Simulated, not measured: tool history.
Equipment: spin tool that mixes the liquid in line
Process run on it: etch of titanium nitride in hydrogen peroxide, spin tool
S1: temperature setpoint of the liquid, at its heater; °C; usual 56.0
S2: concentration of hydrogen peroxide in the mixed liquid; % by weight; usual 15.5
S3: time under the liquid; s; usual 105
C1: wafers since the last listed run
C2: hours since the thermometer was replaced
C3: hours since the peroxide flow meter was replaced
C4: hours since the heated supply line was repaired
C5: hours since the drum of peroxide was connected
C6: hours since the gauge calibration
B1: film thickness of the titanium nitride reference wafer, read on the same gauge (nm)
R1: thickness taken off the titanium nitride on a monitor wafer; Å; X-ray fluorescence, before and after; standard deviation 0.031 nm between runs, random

run   hour    S1    S2   S3   C1      C2      C3      C4     C5     C6      B1     R1
  1    0.0  56.0  15.5  105    0  1178.4  1947.6   807.7    8.4  622.5  110.04   68.3
  2   26.3  56.0  15.5  105  273  1204.7  1973.9   834.0   34.7  648.8  110.01   69.6
  3   52.5  56.0  15.5  105  272  1230.9  2000.1   860.2   60.9  675.0  109.96   69.5
  4   88.2  56.0  15.5  105  370  1266.6  2035.8   895.9   96.6  710.7  109.98   69.7
  5  108.3  56.0  15.5   55  208  1286.7  2055.9   916.0  116.7  730.8  110.01   36.7
  6  137.5  56.0  15.5   55  303  1315.9  2085.1   945.2  145.9  760.0  109.99   36.5
  7  167.2  56.0  15.5  105  308  1345.6  2114.8   974.9  175.6  789.7  110.00   70.1
     180.6  -- peroxide flow meter replaced
  8  188.8  59.5  14.0  125  213  1367.2     8.2   996.5  197.2  811.3  110.01  103.4
  9  221.3  50.5  19.5  130  337  1399.7    40.7  1029.0  229.7  843.8  109.98   62.2
     234.6  -- heated supply line repaired
 10  243.3  56.0  15.5  105  218  1421.7    62.7     8.7  251.7  865.8  110.00   69.9
 11  275.9  56.0  15.5  105  338  1454.3    95.3    41.3  284.3  898.4  110.02   70.7
 12  298.4  62.0  15.5  105  233  1476.8   117.8    63.8  306.8  920.9  110.01  106.0
     311.1  -- gauge calibrated
 13  325.9  56.0  18.5   65  285  1504.3   145.3    91.3  334.3   14.8  110.00   45.4
 14  343.4  56.0  19.0  105  181  1521.8   162.8   108.8  351.8   32.3  110.04   73.7
     360.0  -- thermometer replaced
 15  367.7  51.5  15.5  170  241     7.7   187.1   133.1  376.1   56.6  109.99   74.1
 16  398.0  48.5  14.0  105  314    38.0   217.4   163.4  406.4   86.9  109.99   36.6
 17  415.7  65.5  15.5  105  183    55.7   235.1   181.1  424.1  104.6  109.97  121.3
 18  428.1  56.0  15.5  105  128    68.1   247.5   193.5  436.5  117.0  110.02   63.9
 19  453.7  56.0  15.5  105  265    93.7   273.1   219.1  462.1  142.6  110.02   64.4
 20  468.2  63.5  19.0  135  150   108.2   287.6   233.6  476.6  157.1  110.01  144.7
 21  501.8  47.0  17.0   45  348   141.8   321.2   267.2  510.2  190.7  110.01   14.8
 22  525.8  52.0  12.0   55  249   165.8   345.2   291.2  534.2  214.7  109.96   24.1
 23  560.0  63.0  12.0  105  355   200.0   379.4   325.4  568.4  248.9  110.00   99.2
 24  589.0  59.0  15.5  135  301   229.0   408.4   354.4  597.4  277.9  110.01  101.9

Alternative continuations, all from the tool just after run 24; predict every row:
  A  589.4  56.0  15.5  105   4  229.4  408.8  354.8  597.8  278.3   ?   ?
  B  589.4  50.0  15.5   45   4  229.4  408.8  354.8  597.8  278.3   ?   ?
  C  589.4  56.0  14.5  105   4  229.4  408.8  354.8  597.8  278.3   ?   ?
  D  589.4  48.5  13.5  105   4  229.4  408.8  354.8  597.8  278.3   ?   ?
  E  589.4  61.0  15.5  105   4  229.4  408.8  354.8  597.8  278.3   ?   ?

run      B1    R1
  A  109.99  64.1
  B  109.99  18.0
  C  109.99  63.2
  D  109.99  36.5
  E  109.99  90.3
Had the tool no hidden state, the same runs would have come out as:
run    R1
  A  62.8
  B  17.6
  C  61.9
  D  35.8
  E  88.5
